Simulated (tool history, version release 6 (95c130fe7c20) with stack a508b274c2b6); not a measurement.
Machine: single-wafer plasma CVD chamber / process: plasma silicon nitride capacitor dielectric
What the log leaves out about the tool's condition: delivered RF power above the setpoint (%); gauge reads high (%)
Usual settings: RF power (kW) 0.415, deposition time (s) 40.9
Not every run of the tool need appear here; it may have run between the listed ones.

run	day	RF power (kW)	deposition time (s)	wafers since the last listed run	hours since the last RF generator calibration	hours since the showerhead was replaced	hours since the gauge calibration	read-back reference wafer on the same gauge, thickness_nm	mean film thickness on the monitor wafer (nm)
1	0.000	0.415	40.9	0	1336.6	7532.1	93.7	74.786	61.789
2	0.533	0.415	40.9	315	1349.4	7544.9	106.5	74.805	61.972
3	1.212	0.415	40.9	402	1365.7	7561.2	122.8	74.806	61.910
4	1.550	0.415	40.9	199	1373.8	7569.3	130.9	74.791	61.711
5	2.121	0.415	40.9	337	1387.5	7583.0	144.6	74.817	61.817
6	2.500	0.395	40.9	224	1396.6	7592.1	153.7	74.809	60.824
7	3.700	0.415	38.1	710	1425.4	7620.9	182.5	74.802	57.538
8	4.079	0.470	40.9	224	1434.5	7630.0	191.6	74.821	64.378
9	4.408	0.470	40.9	194	1442.4	7637.9	199.5	74.806	64.549
# day 5.525: showerhead replaced
# day 5.642: gauge calibrated
10	6.025	0.470	40.9	759	1481.2	12.0	9.2	74.775	64.520
# day 6.700: RF generator calibrated
11	6.721	0.415	40.9	214	0.5	28.7	25.9	74.797	63.791
12	7.204	0.415	40.9	286	12.1	40.3	37.5	74.800	63.790
13	7.838	0.470	40.9	374	27.3	55.5	52.7	74.815	66.541
14	8.304	0.360	34.6	276	38.5	66.7	63.9	74.799	51.327
15	8.667	0.370	35.4	214	47.2	75.4	72.6	74.794	52.997
16	9.158	0.465	35.7	291	59.0	87.2	84.4	74.821	57.828
17	9.929	0.445	36.4	456	77.5	105.7	102.9	74.817	58.210
18	10.375	0.395	40.9	263	88.2	116.4	113.6	74.802	62.498
19	10.921	0.340	48.9	323	101.3	129.5	126.7	74.769	70.797
20	11.325	0.385	40.9	239	111.0	139.2	136.4	74.798	61.929

Exercise: give the hidden state of the tool at every run:
gauge reads high (%): 0 across all the runs
H1: delivered RF power above the setpoint (%)
run	H1
1	-8.31
2	-8.38
3	-8.47
4	-8.52
5	-8.59
6	-8.64
7	-8.81
8	-8.86
9	-8.9
10	-9.12
11	-0.256
12	-0.322
13	-0.407
14	-0.47
15	-0.519
16	-0.585
17	-0.69
18	-0.75
19	-0.823
20	-0.878
